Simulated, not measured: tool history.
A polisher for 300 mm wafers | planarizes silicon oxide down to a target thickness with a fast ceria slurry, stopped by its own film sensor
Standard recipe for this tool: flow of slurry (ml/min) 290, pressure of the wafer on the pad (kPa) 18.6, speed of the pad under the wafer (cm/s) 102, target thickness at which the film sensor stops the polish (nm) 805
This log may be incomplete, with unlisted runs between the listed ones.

run    hour  flow of slurry (ml/min)  pressure of the wafer on the pad (kPa)  speed of the pad under the wafer (cm/s)  target thickness at which the film sensor stops the polish (nm)  wafers since the last listed run  wafers polished on this pad  hours since the slurry nozzle was cleaned  hours since the head pressure was calibrated  incoming thickness of the incoming film, nm  time until the film sensor stopped the polish (s)
  1       0                      230                                    18.6                                      102                                                              805                                 0                         1928                                       29.3                                         839.7                                       2024.5                                               77.9
  2    82.1                      230                                    18.6                                      102                                                              805                               590                         2518                                      111.4                                         921.8                                       2007.5                                               74.2
  3   158.3                      230                                    18.6                                      102                                                              805                               547                         3066                                      187.6                                           998                                         2014                                               75.1
  4   248.5                      290                                    18.6                                      102                                                              805                               648                         3715                                      277.8                                        1088.2                                       2005.4                                               72.6
  5   324.8                      290                                    18.6                                      102                                                              805                               548                         4263                                      354.1                                        1164.5                                       1991.7                                               69.2
  6     413                      290                                    18.6                                      102                                                              805                               634                         4897                                      442.3                                        1252.7                                       1995.9                                               69.5
  7   499.7                      290                                    18.6                                      102                                                              805                               623                         5521                                        529                                        1339.4                                       2020.3                                               74.2
      540.3  -- worn pad replaced by a new one
  8   589.5                      290                                    18.6                                      102                                                              805                               616                          354                                      618.8                                        1429.2                                       2029.7                                               71.7
      607.8  -- head pressure recalibrated
  9   684.7                      290                                    18.6                                      102                                                              805                               670                         1024                                        714                                          76.9                                       1982.8                                               70.7
 10   723.7                      290                                    18.6                                      102                                                              805                               280                         1304                                        753                                         115.9                                       1991.5                                               71.4
      753.4  -- slurry nozzle cleaned
 11   768.1                      290                                    18.6                                      102                                                              805                               312                         1616                                       14.7                                         160.3                                       1992.9                                               68.5
 12     820                      290                                    18.6                                      102                                                              805                               373                         1989                                       66.6                                         212.2                                       1987.3                                               73.2
 13   870.4                      290                                    18.6                                      102                                                              805                               362                         2352                                        117                                         262.6                                       2043.3                                               74.9
 14   934.6                      290                                    18.6                                      102                                                              805                               461                         2813                                      181.2                                         326.8                                       1992.6                                               71.3
 15  1121.4                      290                                    18.6                                      102                                                              805                              1343                         4156                                        368                                         513.6                                       1955.7                                               68.1
 16  1213.1                      195                                    18.6                                       78                                                              805                               659                         4816                                      459.7                                         605.3                                         1994                                               94.3
 17  1282.7                      355                                    24.1                                      128                                                              930                               500                         5316                                      529.3                                         674.9                                       1982.1                                               42.6
     1340.9  -- worn pad replaced by a new one
 18  1372.8                      290                                    18.6                                      102                                                              805                               619                          229                                      619.4                                           765                                       1977.2                                               70.2
 19  1414.6                      335                                    18.6                                      102                                                              805                               300                          529                                      661.2                                         806.8                                       1992.3                                               68.5
     1462.9  -- slurry nozzle cleaned
 20  1501.8                      290                                    18.6                                      102                                                              977                               619                         1149                                       38.9                                           894                                       1981.7                                               59.9
 21  1553.8                      290                                    18.6                                      102                                                              805                               373                         1523                                       90.9                                           946                                       2000.4                                               73.3
 22  1593.3                      290                                    20.7                                      102                                                              805                               284                         1807                                      130.4                                         985.5                                       2005.3                                                 66
 23  1654.3                      290                                    18.6                                      102                                                              805                               438                         2245                                      191.4                                        1046.5                                       1974.8                                               69.5
 24    1709                      315                                    22.8                                      102                                                             1035                               393                         2639                                      246.1                                        1101.2                                       2005.4                                                 51
 25  1766.4                      290                                    16.5                                       88                                                              586                               412                         3051                                      303.5                                        1158.6                                       2011.8                                              106.7
 26  1804.9                      350                                    14.5                                       70                                                              452                               276                         3328                                        342                                        1197.1                                       1976.6                                              149.2
 27  1884.5                      290                                    18.6                                      128                                                              805                               572                         3901                                      421.6                                        1276.7                                       2001.3                                               59.8
 28    1935                      290                                    13.8                                      102                                                             1190                               363                         4264                                      472.1                                        1327.2                                       2007.9                                               60.2
     1947.2  -- worn pad replaced by a new one
 29  1977.6                      290                                    15.9                                      102                                                              805                               277                          218                                      514.7                                        1369.8                                       2013.5                                               82.4
     2035.1  -- head pressure recalibrated
 30  2053.4                      335                                    18.6                                      118                                                              805                               530                          749                                      590.5                                          18.3                                       2026.2                                               66.4
 31  2154.7                      290                                    18.6                                      102                                                              805                               728                         1477                                      691.8                                         119.6                                       2011.3                                               71.6
     2235.9  -- slurry nozzle cleaned
 32  2256.2                      260                                    18.6                                      128                                                             1185                               722                         2200                                       20.3                                         221.1                                       2045.7                                               43.3
 33  2320.9                      290                                    22.8                                      102                                                              805                               465                         2665                                         85                                         285.8                                       1987.5                                               63.4
 34  2415.1                      290                                    14.5                                      102                                                              805                               677                         3342                                      179.2                                           380                                       1955.6                                               81.9
 35  2489.1                      290                                      20                                      102                                                              805                               532                         3874                                      253.2                                           454                                       2032.5                                                 70
     2566.6  -- worn pad replaced by a new one
 36  2801.4                      200                                    23.4                                       70                                                              470                              2216                         1688                                      565.5                                         766.3                                       1985.1                                              109.7

Exercise: give the hidden state of the tool at every run:
removal rate lost through wear of the pad, %: 0 on each run
slurry flow missing at the pad, %: 0 on each run
deviation of the head's pressure from its setpoint, %: 0 on each run

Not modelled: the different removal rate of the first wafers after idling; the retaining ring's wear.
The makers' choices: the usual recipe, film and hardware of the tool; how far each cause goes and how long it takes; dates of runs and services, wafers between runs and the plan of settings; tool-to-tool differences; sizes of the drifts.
